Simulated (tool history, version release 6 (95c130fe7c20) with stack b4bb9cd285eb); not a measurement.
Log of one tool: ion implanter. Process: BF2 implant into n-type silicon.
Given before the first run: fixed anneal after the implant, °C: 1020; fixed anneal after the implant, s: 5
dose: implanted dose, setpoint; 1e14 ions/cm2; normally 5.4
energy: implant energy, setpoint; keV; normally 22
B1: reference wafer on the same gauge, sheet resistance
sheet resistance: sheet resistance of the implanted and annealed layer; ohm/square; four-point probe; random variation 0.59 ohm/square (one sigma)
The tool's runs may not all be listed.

{"run": 1, "day": 0.0, "dose": 5.94, "energy": 27.5, "B1": 244.87, "sheet resistance": 217.65}
{"run": 2, "day": 0.338, "dose": 5.88, "energy": 22, "B1": 245.23, "sheet resistance": 234.72}
{"run": 3, "day": 0.954, "dose": 5.88, "energy": 22, "B1": 244.98, "sheet resistance": 234.56}
{"run": 4, "day": 2.767, "dose": 5.4, "energy": 22, "B1": 245.02, "sheet resistance": 247.56}
{"run": 5, "day": 3.279, "dose": 5.4, "energy": 16, "B1": 244.87, "sheet resistance": 274.04}
{"run": 6, "day": 3.721, "dose": 6.08, "energy": 27, "B1": 245.22, "sheet resistance": 216.98}
{"run": 7, "day": 4.292, "dose": 5.4, "energy": 19.5, "B1": 244.97, "sheet resistance": 257.23}
{"run": 8, "day": 4.671, "dose": 5.4, "energy": 19.5, "B1": 244.84, "sheet resistance": 256.17}
{"run": 9, "day": 5.412, "dose": 5.4, "energy": 24, "B1": 245.17, "sheet resistance": 241.75}
{"run": 10, "day": 5.75, "dose": 5.4, "energy": 24, "B1": 244.69, "sheet resistance": 242.85}
{"run": 11, "day": 6.096, "dose": 5.4, "energy": 24, "B1": 244.87, "sheet resistance": 243.14}
{"run": 12, "day": 6.417, "dose": 5.4, "energy": 22, "B1": 244.97, "sheet resistance": 247.98}
{"day": 6.621, "done": "gauge calibrated"}
{"run": 13, "day": 7.1, "dose": 5.4, "energy": 25, "B1": 245.05, "sheet resistance": 239.53}
{"run": 14, "day": 7.8, "dose": 5.4, "energy": 25, "B1": 245.05, "sheet resistance": 240.92}
{"run": 15, "day": 8.417, "dose": 5.4, "energy": 25, "B1": 244.88, "sheet resistance": 241.01}
{"day": 8.888, "done": "extraction supply calibrated"}
{"run": 16, "day": 9.058, "dose": 5.4, "energy": 22, "B1": 245.03, "sheet resistance": 248.28}
{"run": 17, "day": 9.762, "dose": 5.4, "energy": 22, "B1": 244.87, "sheet resistance": 249.98}
{"run": 18, "day": 10.408, "dose": 6.84, "energy": 26.5, "B1": 245.01, "sheet resistance": 204.04}
{"run": 19, "day": 11.075, "dose": 5.4, "energy": 22, "B1": 245.2, "sheet resistance": 249.93}
{"run": 20, "day": 11.325, "dose": 5.4, "energy": 25, "B1": 245.13, "sheet resistance": 241.56}
{"run": 21, "day": 11.588, "dose": 5.4, "energy": 22, "B1": 245.05, "sheet resistance": 251.12}
{"day": 11.996, "done": "Faraday cup replaced and dose calibrated"}
{"run": 22, "day": 12.571, "dose": 4.22, "energy": 18.5, "B1": 244.92, "sheet resistance": 298.71}
{"run": 23, "day": 13.071, "dose": 4.63, "energy": 16, "B1": 245.14, "sheet resistance": 292.02}
{"run": 24, "day": 13.696, "dose": 5.4, "energy": 22, "B1": 245, "sheet resistance": 242.82}
{"run": 25, "day": 14.288, "dose": 5.4, "energy": 20, "B1": 245.29, "sheet resistance": 250.47}
{"run": 26, "day": 15.0, "dose": 4.45, "energy": 22, "B1": 245.03, "sheet resistance": 275.94}
{"run": 27, "day": 15.621, "dose": 4.31, "energy": 27, "B1": 244.98, "sheet resistance": 272.3}
{"run": 28, "day": 16.017, "dose": 6.54, "energy": 24, "B1": 244.86, "sheet resistance": 211.95}
{"run": 29, "day": 16.696, "dose": 5.4, "energy": 22, "B1": 245.05, "sheet resistance": 242.6}
{"run": 30, "day": 17.125, "dose": 4.87, "energy": 17.5, "B1": 244.98, "sheet resistance": 276.55}
{"run": 31, "day": 17.55, "dose": 6.66, "energy": 24.5, "B1": 244.97, "sheet resistance": 207.8}
{"run": 32, "day": 18.238, "dose": 6.76, "energy": 18, "B1": 245.11, "sheet resistance": 232.74}
{"run": 33, "day": 18.6, "dose": 5.4, "energy": 22, "B1": 244.88, "sheet resistance": 242.42}
{"run": 34, "day": 18.983, "dose": 6.36, "energy": 22, "B1": 244.86, "sheet resistance": 220.7}
{"run": 35, "day": 19.346, "dose": 6.29, "energy": 25, "B1": 245.01, "sheet resistance": 213.59}
{"run": 36, "day": 19.954, "dose": 6.01, "energy": 24.5, "B1": 244.83, "sheet resistance": 219.99}

Branching from run 36: 5 alternative next runs. What would each branch give?
{"run": "A", "day": 19.971, "dose": 5.4, "energy": 22, "B1": "?", "sheet resistance": "?"}
{"run": "B", "day": 19.971, "dose": 5.95, "energy": 28.5, "B1": "?", "sheet resistance": "?"}
{"run": "C", "day": 19.971, "dose": 6.1, "energy": 15.5, "B1": "?", "sheet resistance": "?"}
{"run": "D", "day": 19.971, "dose": 5.87, "energy": 15, "B1": "?", "sheet resistance": "?"}
{"run": "E", "day": 19.971, "dose": 5.4, "energy": 16.5, "B1": "?", "sheet resistance": "?"}

run=A B1=244.98 sheet_resistance=241.81
run=B B1=244.98 sheet_resistance=211.01
run=C B1=244.98 sheet_resistance=256.85
run=D B1=244.98 sheet_resistance=264.36
run=E B1=244.98 sheet_resistance=265.34
Stripped of hidden state, with their random variation kept, the same runs would have yielded:
run=A sheet_resistance=241.03
run=B sheet_resistance=210.28
run=C sheet_resistance=256.29
run=D sheet_resistance=263.77
run=E sheet_resistance=264.64
